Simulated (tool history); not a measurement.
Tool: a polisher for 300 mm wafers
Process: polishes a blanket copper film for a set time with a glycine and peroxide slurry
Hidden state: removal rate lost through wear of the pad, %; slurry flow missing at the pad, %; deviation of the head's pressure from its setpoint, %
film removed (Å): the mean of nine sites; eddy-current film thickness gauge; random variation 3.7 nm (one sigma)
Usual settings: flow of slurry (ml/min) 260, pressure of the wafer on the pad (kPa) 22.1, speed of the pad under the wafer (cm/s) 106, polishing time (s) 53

run,hour,flow of slurry (ml/min),pressure of the wafer on the pad (kPa),speed of the pad under the wafer (cm/s),polishing time (s),wafers since the last listed run,wafers polished on this pad,hours since the slurry nozzle was cleaned,hours since the head pressure was calibrated,"incoming thickness of the incoming film, nm",film removed (Å)
1,0.0,260,22.1,106,53,0,1515,124.3,124.0,2193.0,2886
# hour 10.0: worn pad replaced by a new one
2,48.8,260,22.1,106,53,544,471,173.1,172.8,2196.9,2831
# hour 74.4: slurry nozzle cleaned
3,78.4,260,22.1,106,53,347,819,4.0,202.4,2123.3,3005
4,106.2,260,22.1,106,53,337,1157,31.8,230.2,2192.4,3048
# hour 127.5: worn pad replaced by a new one
5,139.9,260,22.1,106,53,360,151,65.5,263.9,2148.1,3007
6,208.0,260,22.1,106,53,827,978,133.6,332.0,2176.0,2930
# hour 268.7: slurry nozzle cleaned
# hour 278.0: worn pad replaced by a new one, of another model than before
7,300.8,260,22.1,106,53,1067,277,32.1,424.8,2132.5,2899
8,357.8,260,29.6,134,53,692,970,89.1,481.8,2163.1,4466
9,398.1,230,22.1,80,61,489,1459,129.4,522.1,2145.6,2330
# hour 413.7: worn pad replaced by a new one
10,469.8,335,22.1,106,53,822,681,201.1,593.8,2175.2,2700
# hour 478.8: slurry nozzle cleaned
11,506.0,260,22.1,106,53,427,1109,27.2,630.0,2191.9,2983
# hour 529.7: head pressure recalibrated
# hour 551.7: worn pad replaced by a new one
12,564.6,260,17.2,106,53,639,157,85.8,34.9,2162.5,2533
13,598.3,315,15.9,92,68,409,566,119.5,68.6,2173.3,2699
# hour 663.7: slurry nozzle cleaned
# hour 671.2: worn pad replaced by a new one
14,671.7,260,29.6,78,53,831,6,8.0,142.0,2145.4,2717

Hidden state at the last listed run before each entry between runs and at the first one after, where it differs:
Between runs 1 and 2: worn pad replaced by a new one (hour 10.0)
  slurry flow missing at the pad, %: 27.2 -> 36.4
  measured less the result without the state, film removed (Å): -128 -> -197
Between runs 2 and 3: slurry nozzle cleaned (hour 74.4)
  slurry flow missing at the pad, %: 36.4 -> 3.31
  measured less the result without the state, film removed (Å): -197 -> -11
Between runs 4 and 5: worn pad replaced by a new one (hour 127.5)
  slurry flow missing at the pad, %: 8.55 -> 14.9
  measured less the result without the state, film removed (Å): -32 -> -61
Between runs 6 and 7: slurry nozzle cleaned (hour 268.7); worn pad replaced by a new one, of another model than before (hour 278.0)
  slurry flow missing at the pad, %: 27.7 -> 13
  measured less the result without the state, film removed (Å): -133 -> -74
Between runs 9 and 10: worn pad replaced by a new one (hour 413.7)
  slurry flow missing at the pad, %: 31.4 -> 44.9
  measured less the result without the state, film removed (Å): -272 -> -442
Between runs 10 and 11: slurry nozzle cleaned (hour 478.8)
  slurry flow missing at the pad, %: 44.9 -> 6.84
  measured less the result without the state, film removed (Å): -442 -> -36
Between runs 11 and 12: head pressure recalibrated (hour 529.7); worn pad replaced by a new one (hour 551.7)
  slurry flow missing at the pad, %: 6.84 -> 17.9
  measured less the result without the state, film removed (Å): -36 -> -99
Between runs 13 and 14: slurry nozzle cleaned (hour 663.7); worn pad replaced by a new one (hour 671.2)
  slurry flow missing at the pad, %: 24.2 -> 2.87
  measured less the result without the state, film removed (Å): -125 -> -13

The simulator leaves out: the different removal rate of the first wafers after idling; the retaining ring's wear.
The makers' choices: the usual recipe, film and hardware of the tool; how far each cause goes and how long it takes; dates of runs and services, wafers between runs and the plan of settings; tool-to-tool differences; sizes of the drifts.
